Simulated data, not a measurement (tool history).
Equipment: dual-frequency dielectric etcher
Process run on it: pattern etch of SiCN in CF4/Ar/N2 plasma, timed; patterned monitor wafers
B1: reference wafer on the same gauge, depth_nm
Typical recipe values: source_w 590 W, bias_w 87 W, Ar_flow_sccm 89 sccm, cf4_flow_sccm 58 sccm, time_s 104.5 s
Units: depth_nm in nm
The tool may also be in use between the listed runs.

{"run": 1, "day": 0.0, "source_w": 590, "bias_w": 87, "Ar_flow_sccm": 89, "cf4_flow_sccm": 58, "time_s": 104.5, "B1": 103.9, "depth_nm": 128.1}
{"run": 2, "day": 0.579, "source_w": 590, "bias_w": 87, "Ar_flow_sccm": 89, "cf4_flow_sccm": 58, "time_s": 74.5, "B1": 104.0, "depth_nm": 90.2}
{"run": 3, "day": 1.088, "source_w": 590, "bias_w": 70, "Ar_flow_sccm": 89, "cf4_flow_sccm": 68, "time_s": 104.5, "B1": 104.0, "depth_nm": 121.1}
{"run": 4, "day": 2.529, "source_w": 590, "bias_w": 87, "Ar_flow_sccm": 89, "cf4_flow_sccm": 58, "time_s": 104.5, "B1": 104.0, "depth_nm": 127.3}
{"run": 5, "day": 3.708, "source_w": 590, "bias_w": 87, "Ar_flow_sccm": 89, "cf4_flow_sccm": 58, "time_s": 104.5, "B1": 104.1, "depth_nm": 128.4}
{"run": 6, "day": 5.85, "source_w": 590, "bias_w": 87, "Ar_flow_sccm": 76, "cf4_flow_sccm": 58, "time_s": 104.5, "B1": 103.9, "depth_nm": 125.8}
{"run": 7, "day": 5.912, "source_w": 590, "bias_w": 87, "Ar_flow_sccm": 89, "cf4_flow_sccm": 58, "time_s": 91.0, "B1": 104.0, "depth_nm": 108.4}
{"run": 8, "day": 7.129, "source_w": 590, "bias_w": 101, "Ar_flow_sccm": 89, "cf4_flow_sccm": 46, "time_s": 131.5, "B1": 104.0, "depth_nm": 161.4}
{"run": 9, "day": 7.912, "source_w": 680, "bias_w": 80, "Ar_flow_sccm": 89, "cf4_flow_sccm": 58, "time_s": 104.5, "B1": 104.0, "depth_nm": 137.2}
{"run": 10, "day": 9.338, "source_w": 590, "bias_w": 97, "Ar_flow_sccm": 89, "cf4_flow_sccm": 58, "time_s": 129.5, "B1": 104.0, "depth_nm": 161.7}
{"run": 11, "day": 11.083, "source_w": 590, "bias_w": 87, "Ar_flow_sccm": 89, "cf4_flow_sccm": 58, "time_s": 104.5, "B1": 104.0, "depth_nm": 125.4}
{"run": 12, "day": 11.85, "source_w": 590, "bias_w": 87, "Ar_flow_sccm": 89, "cf4_flow_sccm": 58, "time_s": 104.5, "B1": 104.0, "depth_nm": 125.9}
{"run": 13, "day": 12.662, "source_w": 590, "bias_w": 87, "Ar_flow_sccm": 89, "cf4_flow_sccm": 58, "time_s": 104.5, "B1": 104.0, "depth_nm": 127.1}
{"run": 14, "day": 13.896, "source_w": 590, "bias_w": 87, "Ar_flow_sccm": 89, "cf4_flow_sccm": 58, "time_s": 104.5, "B1": 104.0, "depth_nm": 126.6}
{"run": 15, "day": 15.217, "source_w": 590, "bias_w": 68, "Ar_flow_sccm": 89, "cf4_flow_sccm": 50, "time_s": 86.5, "B1": 104.0, "depth_nm": 94.2}
{"run": 16, "day": 16.542, "source_w": 590, "bias_w": 107, "Ar_flow_sccm": 89, "cf4_flow_sccm": 72, "time_s": 121.0, "B1": 104.0, "depth_nm": 162.0}
{"run": 17, "day": 17.562, "source_w": 590, "bias_w": 87, "Ar_flow_sccm": 99, "cf4_flow_sccm": 46, "time_s": 118.5, "B1": 104.0, "depth_nm": 139.9}
{"run": 18, "day": 18.362, "source_w": 590, "bias_w": 78, "Ar_flow_sccm": 89, "cf4_flow_sccm": 44, "time_s": 117.5, "B1": 103.9, "depth_nm": 132.4}
{"run": 19, "day": 19.104, "source_w": 450, "bias_w": 87, "Ar_flow_sccm": 109, "cf4_flow_sccm": 54, "time_s": 125.5, "B1": 104.0, "depth_nm": 117.5}
{"run": 20, "day": 20.062, "source_w": 440, "bias_w": 87, "Ar_flow_sccm": 80, "cf4_flow_sccm": 58, "time_s": 104.5, "B1": 104.1, "depth_nm": 99.0}
{"run": 21, "day": 24.375, "source_w": 530, "bias_w": 87, "Ar_flow_sccm": 89, "cf4_flow_sccm": 58, "time_s": 90.0, "B1": 104.1, "depth_nm": 99.2}

The log once held 6 entries between its listed runs, left out of this copy. Where does each go, and what is different about the tool's unlogged condition between the listed run before it and the listed run after it?
In the gap between runs 3 and 4: upper electrode replaced (day 2.412)
  etch rate over this chamber's usual, %: 2.18 -> 2.43
  measured result minus the result with no hidden state, depth_nm: +2.6 -> +3.0 nm
In the gap between runs 5 and 6: wet clean of the chamber (day 5.829)
  etch rate over this chamber's usual, %: 2.64 -> -0.324
  measured result minus the result with no hidden state, depth_nm: +3.3 -> -0.4 nm
In the gap between runs 7 and 8: gauge calibrated (day 6.617)
  etch rate over this chamber's usual, %: -0.313 -> -0.0979
  measured result minus the result with no hidden state, depth_nm: -0.3 -> -0.2 nm
In the gap between runs 11 and 12: CF4 flow controller replaced (day 11.467)
  etch rate over this chamber's usual, %: 0.601 -> 0.737
  measured result minus the result with no hidden state, depth_nm: +0.7 -> +1.0 nm
In the gap between runs 12 and 13: bias power generator calibrated (day 12.642)
  etch rate over this chamber's usual, %: 0.737 -> 0.88
  measured result minus the result with no hidden state, depth_nm: +1.0 -> +1.1 nm
In the gap between runs 20 and 21: wet clean of the chamber (day 21.529)
  etch rate over this chamber's usual, %: 2.19 -> 0.523
  measured result minus the result with no hidden state, depth_nm: +2.1 -> +0.5 nm
